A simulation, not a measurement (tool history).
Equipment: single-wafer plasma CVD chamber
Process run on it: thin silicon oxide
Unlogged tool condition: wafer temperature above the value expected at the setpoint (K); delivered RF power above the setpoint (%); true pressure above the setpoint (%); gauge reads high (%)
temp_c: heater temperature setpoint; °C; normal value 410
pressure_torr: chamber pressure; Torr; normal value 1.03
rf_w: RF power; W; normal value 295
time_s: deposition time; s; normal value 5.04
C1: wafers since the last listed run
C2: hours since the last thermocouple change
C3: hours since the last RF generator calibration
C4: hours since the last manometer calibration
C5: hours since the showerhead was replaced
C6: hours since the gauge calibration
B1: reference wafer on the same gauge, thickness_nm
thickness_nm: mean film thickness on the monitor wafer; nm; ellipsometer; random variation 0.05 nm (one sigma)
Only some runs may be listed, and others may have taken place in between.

{"run": 1, "hour": 0.0, "temp_c": 410, "pressure_torr": 1.03, "rf_w": 295, "time_s": 5.04, "C1": 0, "C2": 2489.3, "C3": 1192.9, "C4": 2276.8, "C5": 3024.1, "C6": 239.3, "B1": 13.68, "thickness_nm": 12.215}
{"run": 2, "hour": 56.8, "temp_c": 410, "pressure_torr": 1.03, "rf_w": 295, "time_s": 5.04, "C1": 3099, "C2": 2546.1, "C3": 1249.7, "C4": 2333.6, "C5": 3080.9, "C6": 296.1, "B1": 13.699, "thickness_nm": 12.126}
{"run": 3, "hour": 102.0, "temp_c": 410, "pressure_torr": 1.03, "rf_w": 295, "time_s": 5.04, "C1": 2466, "C2": 2591.3, "C3": 1294.9, "C4": 2378.8, "C5": 3126.1, "C6": 341.3, "B1": 13.721, "thickness_nm": 12.189}
{"run": 4, "hour": 204.9, "temp_c": 410, "pressure_torr": 1.03, "rf_w": 295, "time_s": 5.04, "C1": 5614, "C2": 2694.2, "C3": 1397.8, "C4": 2481.7, "C5": 3229, "C6": 444.2, "B1": 13.693, "thickness_nm": 12.091}
{"run": 5, "hour": 279.5, "temp_c": 410, "pressure_torr": 1.03, "rf_w": 295, "time_s": 5.04, "C1": 4070, "C2": 2768.8, "C3": 1472.4, "C4": 2556.3, "C5": 3303.6, "C6": 518.8, "B1": 13.69, "thickness_nm": 12.184}
{"run": 6, "hour": 333.6, "temp_c": 410, "pressure_torr": 1.03, "rf_w": 295, "time_s": 5.04, "C1": 2951, "C2": 2822.9, "C3": 1526.5, "C4": 2610.4, "C5": 3357.7, "C6": 572.9, "B1": 13.714, "thickness_nm": 12.002}
{"hour": 367.8, "done": "gauge calibrated"}
{"hour": 400.1, "done": "RF generator calibrated"}
{"run": 7, "hour": 400.4, "temp_c": 410, "pressure_torr": 1.03, "rf_w": 295, "time_s": 5.04, "C1": 3208, "C2": 2889.7, "C3": 0.3, "C4": 2677.2, "C5": 3424.5, "C6": 32.6, "B1": 13.693, "thickness_nm": 12.591}
{"hour": 411.2, "done": "thermocouple changed; heater temperature recalibrated"}
{"run": 8, "hour": 446.6, "temp_c": 410, "pressure_torr": 1.03, "rf_w": 295, "time_s": 5.04, "C1": 2084, "C2": 35.4, "C3": 46.5, "C4": 2723.4, "C5": 3470.7, "C6": 78.8, "B1": 13.693, "thickness_nm": 12.586}
{"hour": 469.5, "done": "capacitance manometer re-zeroed and calibrated"}
{"run": 9, "hour": 535.5, "temp_c": 424, "pressure_torr": 1.03, "rf_w": 295, "time_s": 5.04, "C1": 4414, "C2": 124.3, "C3": 135.4, "C4": 66, "C5": 3559.6, "C6": 167.7, "B1": 13.707, "thickness_nm": 12.392}
{"run": 10, "hour": 603.2, "temp_c": 410, "pressure_torr": 1.03, "rf_w": 320, "time_s": 4.55, "C1": 3693, "C2": 192, "C3": 203.1, "C4": 133.7, "C5": 3627.3, "C6": 235.4, "B1": 13.699, "thickness_nm": 11.729}
{"run": 11, "hour": 702.7, "temp_c": 399, "pressure_torr": 1.13, "rf_w": 295, "time_s": 5.04, "C1": 5428, "C2": 291.5, "C3": 302.6, "C4": 233.2, "C5": 3726.8, "C6": 334.9, "B1": 13.694, "thickness_nm": 13.236}
{"run": 12, "hour": 752.7, "temp_c": 410, "pressure_torr": 1.03, "rf_w": 260, "time_s": 5.65, "C1": 2728, "C2": 341.5, "C3": 352.6, "C4": 283.2, "C5": 3776.8, "C6": 384.9, "B1": 13.701, "thickness_nm": 13.105}
{"hour": 786.3, "done": "showerhead replaced, of another model than before"}
{"run": 13, "hour": 850.7, "temp_c": 397, "pressure_torr": 1.03, "rf_w": 245, "time_s": 5.04, "C1": 4910, "C2": 439.5, "C3": 450.6, "C4": 381.2, "C5": 64.4, "C6": 482.9, "B1": 13.684, "thickness_nm": 10.358}
{"run": 14, "hour": 950.6, "temp_c": 401, "pressure_torr": 1.03, "rf_w": 260, "time_s": 4.18, "C1": 5450, "C2": 539.4, "C3": 550.5, "C4": 481.1, "C5": 164.3, "C6": 582.8, "B1": 13.688, "thickness_nm": 9.166}
{"run": 15, "hour": 1045.6, "temp_c": 410, "pressure_torr": 1.03, "rf_w": 295, "time_s": 5.04, "C1": 5183, "C2": 634.4, "C3": 645.5, "C4": 576.1, "C5": 259.3, "C6": 677.8, "B1": 13.688, "thickness_nm": 12.207}
{"hour": 1082.0, "done": "gauge calibrated"}
{"run": 16, "hour": 1098.3, "temp_c": 410, "pressure_torr": 1.03, "rf_w": 295, "time_s": 5.04, "C1": 2875, "C2": 687.1, "C3": 698.2, "C4": 628.8, "C5": 312, "C6": 16.3, "B1": 13.683, "thickness_nm": 12.162}

What if the next run were any one of these 4? Each begins from the tool's condition after run 16:
{"run": "A", "hour": 1098.7, "temp_c": 410, "pressure_torr": 1.03, "rf_w": 295, "time_s": 4.72, "C1": 21, "C2": 687.5, "C3": 698.6, "C4": 629.2, "C5": 312.4, "C6": 16.7, "B1": "?", "thickness_nm": "?"}
{"run": "B", "hour": 1098.7, "temp_c": 410, "pressure_torr": 0.94, "rf_w": 295, "time_s": 5.04, "C1": 21, "C2": 687.5, "C3": 698.6, "C4": 629.2, "C5": 312.4, "C6": 16.7, "B1": "?", "thickness_nm": "?"}
{"run": "C", "hour": 1098.7, "temp_c": 404, "pressure_torr": 0.92, "rf_w": 295, "time_s": 5.04, "C1": 21, "C2": 687.5, "C3": 698.6, "C4": 629.2, "C5": 312.4, "C6": 16.7, "B1": "?", "thickness_nm": "?"}
{"run": "D", "hour": 1098.7, "temp_c": 423, "pressure_torr": 0.87, "rf_w": 335, "time_s": 5.79, "C1": 21, "C2": 687.5, "C3": 698.6, "C4": 629.2, "C5": 312.4, "C6": 16.7, "B1": "?", "thickness_nm": "?"}

run=A B1=13.697 thickness_nm=11.415
run=B B1=13.697 thickness_nm=11.762
run=C B1=13.697 thickness_nm=11.696
run=D B1=13.697 thickness_nm=14.164
Had the tool no hidden state, the same runs would have come out as:
run=A thickness_nm=11.828
run=B thickness_nm=12.188
run=C thickness_nm=12.119
run=D thickness_nm=14.621
